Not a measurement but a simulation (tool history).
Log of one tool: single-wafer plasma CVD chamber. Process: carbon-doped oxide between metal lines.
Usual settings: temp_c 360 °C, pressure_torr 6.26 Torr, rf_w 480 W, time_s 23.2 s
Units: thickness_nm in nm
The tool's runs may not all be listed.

run	day	temp_c	pressure_torr	rf_w	time_s	wafers since the last listed run	hours since the last thermocouple change	hours since the last RF generator calibration	hours since the last manometer calibration	hours since the showerhead was replaced	hours since the gauge calibration	read-back reference wafer on the same gauge, thickness_nm	thickness_nm
1	0.000	360	6.26	480	23.2	0	651.6	1256.0	1340.5	2044.0	668.6	120.067	115.269
2	1.871	360	6.26	480	23.2	1080	696.5	1300.9	1385.4	2088.9	713.5	120.061	114.525
3	6.242	360	6.26	480	23.2	2524	801.4	1405.8	1490.3	2193.8	818.4	119.984	114.378
4	8.904	360	6.26	435	23.2	1538	865.3	1469.7	1554.2	2257.7	882.3	119.996	107.301
5	12.692	360	6.26	435	23.2	2187	956.2	1560.6	1645.1	2348.6	973.2	119.942	107.535
6	14.379	360	6.26	450	23.2	974	996.7	1601.1	1685.6	2389.1	1013.7	119.864	109.412
7	16.958	360	6.26	450	23.2	1489	1058.6	1663.0	1747.5	2451.0	1075.6	119.941	110.242
8	20.008	360	6.26	450	23.2	1761	1131.8	1736.2	1820.7	2524.2	1148.8	119.953	110.162
# day 20.417: gauge calibrated
9	21.617	360	6.26	480	21.1	929	1170.4	1774.8	1859.3	2562.8	28.8	120.029	103.590
10	23.242	360	6.26	480	23.2	938	1209.4	1813.8	1898.3	2601.8	67.8	120.054	114.884
# day 29.679: RF generator calibrated
# day 29.788: showerhead replaced
# day 33.221: capacitance manometer re-zeroed and calibrated
11	36.312	360	6.26	480	23.2	7102	1523.1	159.2	74.2	156.6	381.5	119.911	115.451
12	37.850	373	5.26	520	25.7	888	1560.0	196.1	111.1	193.5	418.4	120.022	126.978
13	39.450	360	6.26	450	23.2	924	1598.4	234.5	149.5	231.9	456.8	119.981	110.573
# day 40.608: thermocouple changed; heater temperature recalibrated
14	41.788	360	6.26	480	23.2	1157	28.3	290.6	205.6	288.0	512.9	120.010	114.898
15	43.967	371	5.30	480	23.2	1258	80.6	342.9	257.9	340.3	565.2	119.988	109.954
16	47.542	360	5.40	530	23.2	2065	166.4	428.7	343.7	426.1	651.0	119.921	120.322
17	50.912	360	7.37	480	27.7	1947	247.3	509.6	424.6	507.0	731.9	120.022	138.093
18	53.050	351	7.18	420	25.7	1234	298.6	560.9	475.9	558.3	783.2	120.059	119.776
19	57.350	360	6.26	555	27.3	2484	401.8	664.1	579.1	661.5	886.4	119.942	146.556
20	60.742	360	6.26	480	21.1	1959	483.2	745.5	660.5	742.9	967.8	120.016	104.367
21	63.354	374	6.26	390	23.2	1509	545.9	808.2	723.2	805.6	1030.5	119.916	95.404
22	67.679	360	6.26	555	27.3	2498	649.7	912.0	827.0	909.4	1134.3	120.002	147.623

4 ways to go on from here, each from the tool as it stands after run 22. What would each give?
A	67.696	360	6.26	535	23.2	9	650.1	912.4	827.4	909.8	1134.7	?	?
B	67.696	360	5.00	480	21.3	9	650.1	912.4	827.4	909.8	1134.7	?	?
C	67.696	347	5.24	405	19.6	9	650.1	912.4	827.4	909.8	1134.7	?	?
D	67.696	370	7.82	430	23.2	9	650.1	912.4	827.4	909.8	1134.7	?	?

run	read-back reference wafer on the same gauge, thickness_nm	thickness_nm
A	120.041	121.918
B	120.041	102.076
C	120.041	87.619
D	120.041	104.443
Without the tool's hidden state the same runs would have given:
run	thickness_nm
A	121.918
B	102.076
C	87.619
D	104.443

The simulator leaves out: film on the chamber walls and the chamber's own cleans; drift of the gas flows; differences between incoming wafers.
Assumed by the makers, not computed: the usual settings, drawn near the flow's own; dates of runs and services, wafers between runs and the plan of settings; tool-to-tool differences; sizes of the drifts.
